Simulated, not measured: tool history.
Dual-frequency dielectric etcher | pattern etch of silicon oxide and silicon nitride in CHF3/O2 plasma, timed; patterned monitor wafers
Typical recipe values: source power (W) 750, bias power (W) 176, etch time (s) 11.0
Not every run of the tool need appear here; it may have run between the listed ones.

| run | hour | source power (W) | bias power (W) | etch time (s) | wafers since the last listed run | hours since the last wet clean | hours since the last source power generator calibration | hours since the last bias power generator calibration | hours since the last upper electrode change | hours since the gauge calibration | read-back reference wafer on the same gauge, depth_nm | mean etch depth across the wafer (Å) |
|---|---|---|---|---|---|---|---|---|---|---|---|---|
| 1 | 0.0 | 750 | 176 | 11.0 | 0 | 461.0 | 2418.8 | 2223.2 | 3213.1 | 66.3 | 17.90 | 176.0 |
|  | 15.0 | wet clean of the chamber |
| 2 | 15.5 | 750 | 176 | 11.0 | 8 | 0.5 | 2434.3 | 2238.7 | 3228.6 | 81.8 | 17.89 | 174.8 |
| 3 | 36.5 | 750 | 176 | 11.0 | 358 | 21.5 | 2455.3 | 2259.7 | 3249.6 | 102.8 | 17.91 | 175.7 |
| 4 | 61.4 | 750 | 157 | 11.0 | 425 | 46.4 | 2480.2 | 2284.6 | 3274.5 | 127.7 | 17.90 | 168.9 |
| 5 | 76.8 | 840 | 176 | 12.5 | 262 | 61.8 | 2495.6 | 2300.0 | 3289.9 | 143.1 | 17.89 | 209.7 |
| 6 | 105.3 | 840 | 176 | 12.5 | 486 | 90.3 | 2524.1 | 2328.5 | 3318.4 | 171.6 | 17.89 | 208.8 |
| 7 | 124.6 | 840 | 176 | 12.5 | 329 | 109.6 | 2543.4 | 2347.8 | 3337.7 | 190.9 | 17.89 | 207.6 |
| 8 | 153.3 | 750 | 176 | 11.0 | 489 | 138.3 | 2572.1 | 2376.5 | 3366.4 | 219.6 | 17.89 | 176.2 |
| 9 | 173.6 | 750 | 176 | 11.0 | 346 | 158.6 | 2592.4 | 2396.8 | 3386.7 | 239.9 | 17.90 | 173.9 |
| 10 | 189.8 | 750 | 176 | 11.0 | 276 | 174.8 | 2608.6 | 2413.0 | 3402.9 | 256.1 | 17.88 | 175.0 |
| 11 | 217.2 | 750 | 176 | 11.0 | 467 | 202.2 | 2636.0 | 2440.4 | 3430.3 | 283.5 | 17.92 | 175.3 |
|  | 247.1 | source power generator calibrated |
| 12 | 247.6 | 750 | 176 | 11.0 | 450 | 232.6 | 0.5 | 2470.8 | 3460.7 | 313.9 | 17.89 | 174.4 |
| 13 | 266.1 | 680 | 147 | 11.0 | 315 | 251.1 | 19.0 | 2489.3 | 3479.2 | 332.4 | 17.90 | 159.6 |
| 14 | 300.7 | 750 | 157 | 11.0 | 590 | 285.7 | 53.6 | 2523.9 | 3513.8 | 367.0 | 17.90 | 170.4 |
|  | 327.6 | gauge calibrated |
| 15 | 334.5 | 900 | 176 | 13.5 | 576 | 319.5 | 87.4 | 2557.7 | 3547.6 | 6.9 | 17.89 | 233.1 |
|  | 401.6 | bias power generator calibrated |
| 16 | 417.2 | 840 | 176 | 12.5 | 1343 | 402.2 | 170.1 | 15.6 | 3630.3 | 89.6 | 17.90 | 207.6 |
| 17 | 453.0 | 800 | 159 | 11.0 | 611 | 438.0 | 205.9 | 51.4 | 3666.1 | 125.4 | 17.90 | 174.8 |
| 18 | 485.9 | 560 | 176 | 12.0 | 561 | 470.9 | 238.8 | 84.3 | 3699.0 | 158.3 | 17.88 | 170.1 |
|  | 544.9 | wet clean of the chamber |
|  | 556.7 | upper electrode replaced |
| 19 | 571.9 | 750 | 155 | 11.0 | 857 | 27.0 | 324.8 | 170.3 | 15.2 | 244.3 | 17.90 | 168.6 |
| 20 | 615.8 | 750 | 148 | 13.5 | 749 | 70.9 | 368.7 | 214.2 | 59.1 | 288.2 | 17.91 | 204.4 |
| 21 | 628.8 | 750 | 176 | 8.0 | 221 | 83.9 | 381.7 | 227.2 | 72.1 | 301.2 | 17.90 | 127.5 |
| 22 | 664.6 | 750 | 157 | 11.0 | 611 | 119.7 | 417.5 | 263.0 | 107.9 | 337.0 | 17.89 | 168.5 |
|  | 675.5 | gauge calibrated |
| 23 | 682.7 | 600 | 219 | 12.5 | 308 | 137.8 | 435.6 | 281.1 | 126.0 | 7.2 | 17.90 | 194.0 |
| 24 | 716.2 | 670 | 135 | 13.5 | 571 | 171.3 | 469.1 | 314.6 | 159.5 | 40.7 | 17.91 | 189.2 |

What if the next run were any one of these 5? Each begins from the tool's condition after run 24:
| A | 716.6 | 750 | 176 | 11.0 | 6 | 171.7 | 469.5 | 315.0 | 159.9 | 41.1 | ? | ? |
| B | 716.6 | 680 | 191 | 13.5 | 6 | 171.7 | 469.5 | 315.0 | 159.9 | 41.1 | ? | ? |
| C | 716.6 | 750 | 192 | 9.5 | 6 | 171.7 | 469.5 | 315.0 | 159.9 | 41.1 | ? | ? |
| D | 716.6 | 910 | 138 | 8.5 | 6 | 171.7 | 469.5 | 315.0 | 159.9 | 41.1 | ? | ? |
| E | 716.6 | 750 | 176 | 14.5 | 6 | 171.7 | 469.5 | 315.0 | 159.9 | 41.1 | ? | ? |

| run | read-back reference wafer on the same gauge, depth_nm | mean etch depth across the wafer (Å) |
|---|---|---|
| A | 17.88 | 176.3 |
| B | 17.88 | 213.0 |
| C | 17.88 | 156.4 |
| D | 17.88 | 137.6 |
| E | 17.88 | 232.4 |
Without the tool's hidden state the same runs would have given:
| run | mean etch depth across the wafer (Å) |
|---|---|
| A | 176.3 |
| B | 213.0 |
| C | 156.4 |
| D | 137.6 |
| E | 232.4 |
